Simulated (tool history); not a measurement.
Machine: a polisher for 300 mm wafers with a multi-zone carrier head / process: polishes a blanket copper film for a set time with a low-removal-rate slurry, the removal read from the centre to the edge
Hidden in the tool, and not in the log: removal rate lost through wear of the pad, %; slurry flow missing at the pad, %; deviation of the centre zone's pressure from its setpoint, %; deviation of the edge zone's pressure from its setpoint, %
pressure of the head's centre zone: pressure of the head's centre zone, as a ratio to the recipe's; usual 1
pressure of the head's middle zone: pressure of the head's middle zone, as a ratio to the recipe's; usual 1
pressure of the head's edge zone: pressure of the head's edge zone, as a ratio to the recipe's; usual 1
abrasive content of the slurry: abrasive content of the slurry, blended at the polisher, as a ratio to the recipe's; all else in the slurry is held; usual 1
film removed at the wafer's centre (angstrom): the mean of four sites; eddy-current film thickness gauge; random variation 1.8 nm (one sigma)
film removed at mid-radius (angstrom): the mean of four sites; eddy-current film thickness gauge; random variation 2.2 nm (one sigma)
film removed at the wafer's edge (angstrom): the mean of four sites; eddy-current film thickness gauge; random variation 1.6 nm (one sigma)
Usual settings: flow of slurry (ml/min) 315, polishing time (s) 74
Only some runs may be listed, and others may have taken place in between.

run	hour	flow of slurry (ml/min)	pressure of the head's centre zone	pressure of the head's middle zone	pressure of the head's edge zone	abrasive content of the slurry	polishing time (s)	wafers since the last listed run	wafers polished on this pad	hours since the slurry nozzle was cleaned	hours since the centre zone pressure was calibrated	hours since the edge zone pressure was calibrated	hours since the carrier head's membrane was replaced	incoming thickness of the incoming film, nm	film removed at the wafer's centre (angstrom)	film removed at mid-radius (angstrom)	film removed at the wafer's edge (angstrom)
1	0	360	1	1	1	1	74	0	377	414.3	526	707.7	671.9	698.9	1879	1825	1883
2	16.7	360	1	1	1	1	74	125	503	431	542.7	724.4	688.6	714.3	1826	1861	1843
3	26.4	360	1	1	1	1	74	73	576	440.7	552.4	734.1	698.3	705.9	1851	1814	1846
4	33.6	315	1	1	1	1	74	54	631	447.9	559.6	741.3	705.5	694.4	1773	1827	1837
5	49.8	315	0.96	1	0.9	1	97	122	753	464.1	575.8	757.5	721.7	707.2	2253	2388	2318
6	62.8	230	1	1	1	1.2	74	97	851	477.1	588.8	770.5	734.7	701	1787	1850	1854
# hour 74.2: carrier head's membrane replaced by a new one
7	74.7	275	1	1	1	1	56	52	903	489	600.7	782.4	0.5	704.2	1293	1343	1343
8	88.4	315	1	0.96	1	1	74	103	1006	502.7	614.4	796.1	14.2	705.1	1732	1736	1808
9	99.8	275	1.05	1	1	1	63	85	1092	514.1	625.8	807.5	25.6	704.9	1516	1475	1530
10	106.7	315	0.93	1	0.95	1	74	52	1144	521	632.7	814.4	32.5	706.5	1598	1752	1747
# hour 114.3: worn pad replaced by a new one
11	122.3	220	1	1	1	0.9	74	87	60	536.6	648.3	830	48.1	688	1644	1733	1726
# hour 133.5: edge zone pressure recalibrated
12	134.2	275	1.07	1.06	1	1	53	74	135	548.5	660.2	0.7	60	688.8	1321	1370	1318
13	147.9	315	1	1	1	1	74	103	238	562.2	673.9	14.4	73.7	687.6	1772	1846	1848
# hour 155: centre zone pressure recalibrated
# hour 157.7: slurry nozzle cleaned
14	163.7	275	1.05	1	1	1	63	96	334	6	8.7	30.2	89.5	699.5	1649	1556	1552
15	171.7	270	1	0.91	1	1	74	60	395	14	16.7	38.2	97.5	699.1	1849	1721	1836
16	184.3	395	1	1.11	1	1	74	94	490	26.6	29.3	50.8	110.1	705.2	1910	1957	1900
17	202.1	255	1	1	0.95	1.15	65	134	624	44.4	47.1	68.6	127.9	695.1	1675	1650	1624
18	212.3	315	1.11	1	1	1	74	76	701	54.6	57.3	78.8	138.1	693.4	1993	1790	1838
19	228.2	360	1	1	1	1	74	119	821	70.5	73.2	94.7	154	708.3	1837	1806	1838
20	238.4	315	1	0.95	1	1	74	76	897	80.7	83.4	104.9	164.2	692.6	1815	1783	1819

Run 21 is up next; what results do you expect?
21	248.5	350	0.95	1	1	0.8	61	76	974	90.8	93.5	115	174.3	696.5	?	?	?

{"run 21": {"film removed at the wafer's centre (angstrom)": 1384, "film removed at mid-radius (angstrom)": 1423, "film removed at the wafer's edge (angstrom)": 1405}}
The same run, on a tool lacking any hidden state, would have yielded film removed at the wafer's centre (angstrom) 1449, film removed at mid-radius (angstrom) 1476, film removed at the wafer's edge (angstrom) 1458.
